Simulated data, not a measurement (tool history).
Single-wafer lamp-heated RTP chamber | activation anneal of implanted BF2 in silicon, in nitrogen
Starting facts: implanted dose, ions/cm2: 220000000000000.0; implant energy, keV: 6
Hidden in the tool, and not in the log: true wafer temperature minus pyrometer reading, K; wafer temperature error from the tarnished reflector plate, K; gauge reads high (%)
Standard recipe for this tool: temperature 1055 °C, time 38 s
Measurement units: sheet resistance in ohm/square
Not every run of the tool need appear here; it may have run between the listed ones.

| run | hour | temperature | time | wafers since the last listed run | wafers since the last pyrometer calibration | wafers since the reflector plate was cleaned | hours since the gauge calibration | read-back reference wafer on the same gauge, sheet resistance | sheet resistance |
|---|---|---|---|---|---|---|---|---|---|
| 1 | 0 | 1067 | 28 | 0 | 1014 | 1014 | 149.9 | 458.22 | 541.27 |
| 2 | 27.3 | 1067 | 28 | 353 | 1367 | 1367 | 177.2 | 457.9 | 542.35 |
| 3 | 44.3 | 1055 | 38 | 220 | 1588 | 1588 | 194.2 | 458.25 | 538.71 |
| 4 | 71.6 | 1055 | 38 | 353 | 1941 | 1941 | 221.5 | 457.82 | 537.9 |
|  | 99.4 | pyrometer window cleaned and pyrometer calibrated |
| 5 | 99.9 | 1055 | 38 | 262 | 6 | 2204 | 249.8 | 457.84 | 540.51 |
| 6 | 109.1 | 1046 | 38 | 119 | 125 | 2323 | 259 | 458.14 | 549.12 |
| 7 | 140.9 | 1046 | 38 | 411 | 537 | 2735 | 290.8 | 458.12 | 546.67 |
| 8 | 227.5 | 1055 | 21 | 1121 | 1658 | 3856 | 377.4 | 458.09 | 556.28 |
| 9 | 260.5 | 1055 | 55 | 427 | 2085 | 4283 | 410.4 | 457.99 | 525.08 |
|  | 271.1 | pyrometer window cleaned and pyrometer calibrated |
| 10 | 289.9 | 1055 | 55 | 277 | 243 | 4560 | 439.8 | 457.74 | 528.02 |
| 11 | 305.2 | 1069 | 38 | 198 | 441 | 4758 | 455.1 | 458.02 | 530.28 |
|  | 322.9 | gauge calibrated |
| 12 | 334.3 | 1055 | 38 | 376 | 818 | 5135 | 11.4 | 457.83 | 537.34 |
| 13 | 356.4 | 1055 | 38 | 286 | 1104 | 5421 | 33.5 | 457.94 | 539.93 |
| 14 | 389.2 | 1033 | 51 | 424 | 1529 | 5845 | 66.3 | 458.06 | 543.12 |
| 15 | 403.8 | 1068 | 38 | 189 | 1718 | 6034 | 80.9 | 457.92 | 526.65 |
| 16 | 420.4 | 1055 | 60 | 214 | 1933 | 6249 | 97.5 | 457.93 | 519.93 |
|  | 435.7 | pyrometer window cleaned and pyrometer calibrated |
| 17 | 440.8 | 1055 | 38 | 160 | 65 | 6410 | 117.9 | 457.95 | 539.8 |
| 18 | 478.6 | 1055 | 38 | 489 | 554 | 6899 | 155.7 | 458.22 | 537.87 |
| 19 | 496.4 | 1077 | 24 | 230 | 785 | 7129 | 173.5 | 457.93 | 535.83 |
|  | 552.3 | reflector plate cleaned |
| 20 | 577.4 | 1055 | 38 | 945 | 1730 | 325 | 254.5 | 457.89 | 539.98 |
| 21 | 589.4 | 1055 | 38 | 155 | 1885 | 480 | 266.5 | 457.95 | 539.24 |
|  | 602.2 | pyrometer window cleaned and pyrometer calibrated |
| 22 | 604.7 | 1069 | 49 | 94 | 32 | 575 | 281.8 | 457.75 | 524.64 |
| 23 | 639.4 | 1072 | 59 | 449 | 481 | 1024 | 316.5 | 458.03 | 516.37 |
| 24 | 746.4 | 1028 | 30 | 1385 | 1866 | 2409 | 423.5 | 458.24 | 565.64 |
|  | 768 | pyrometer window cleaned and pyrometer calibrated |
|  | 769.6 | gauge calibrated |
| 25 | 796.3 | 1073 | 50 | 542 | 366 | 2952 | 26.7 | 457.87 | 517.57 |
| 26 | 822.5 | 1085 | 38 | 339 | 705 | 3291 | 52.9 | 457.82 | 517.56 |
| 27 | 855.2 | 1066 | 54 | 423 | 1129 | 3714 | 85.6 | 458.17 | 521.49 |

Across each entry between runs, compare the hidden state at the last listed run before it with the hidden state at the first listed run after it:
Runs 4 to 5: pyrometer window cleaned and pyrometer calibrated (hour 99.4)
  true wafer temperature minus pyrometer reading, K: 5.58 -> 0.0681; wafer temperature error from the tarnished reflector plate, K: 4.38 -> 4.72
  measured less the result without the state, sheet resistance: -7.13 -> -3.37 ohm/square
Runs 9 to 10: pyrometer window cleaned and pyrometer calibrated (hour 271.1)
  true wafer temperature minus pyrometer reading, K: 5.81 -> 1.06; wafer temperature error from the tarnished reflector plate, K: 6.67 -> 7.03
  measured less the result without the state, sheet resistance: -9.4 -> -6 ohm/square
Runs 11 to 12: gauge calibrated (hour 322.9)
  true wafer temperature minus pyrometer reading, K: 1.24 -> 1.86; wafer temperature error from the tarnished reflector plate, K: 7.22 -> 7.57
  measured less the result without the state, sheet resistance: -6.28 -> -6.74 ohm/square
Runs 16 to 17: pyrometer window cleaned and pyrometer calibrated (hour 435.7)
  true wafer temperature minus pyrometer reading, K: 5.91 -> 0.398; wafer temperature error from the tarnished reflector plate, K: 8.62 -> 8.87
  measured less the result without the state, sheet resistance: -10.97 -> -6.64 ohm/square
Runs 19 to 20: reflector plate cleaned (hour 552.3)
  true wafer temperature minus pyrometer reading, K: 1.21 -> 4.83; wafer temperature error from the tarnished reflector plate, K: 9.54 -> 2.08
  measured less the result without the state, sheet resistance: -6.55 -> -4.91 ohm/square
Runs 21 to 22: pyrometer window cleaned and pyrometer calibrated (hour 602.2)
  true wafer temperature minus pyrometer reading, K: 5.61 -> 0.267; wafer temperature error from the tarnished reflector plate, K: 2.22 -> 2.41
  measured less the result without the state, sheet resistance: -5.58 -> -2.08 ohm/square
Runs 24 to 25: pyrometer window cleaned and pyrometer calibrated (hour 768); gauge calibrated (hour 769.6)
  true wafer temperature minus pyrometer reading, K: 4.86 -> 0.279; wafer temperature error from the tarnished reflector plate, K: 4.13 -> 4.74
  measured less the result without the state, sheet resistance: -8.13 -> -3.9 ohm/square

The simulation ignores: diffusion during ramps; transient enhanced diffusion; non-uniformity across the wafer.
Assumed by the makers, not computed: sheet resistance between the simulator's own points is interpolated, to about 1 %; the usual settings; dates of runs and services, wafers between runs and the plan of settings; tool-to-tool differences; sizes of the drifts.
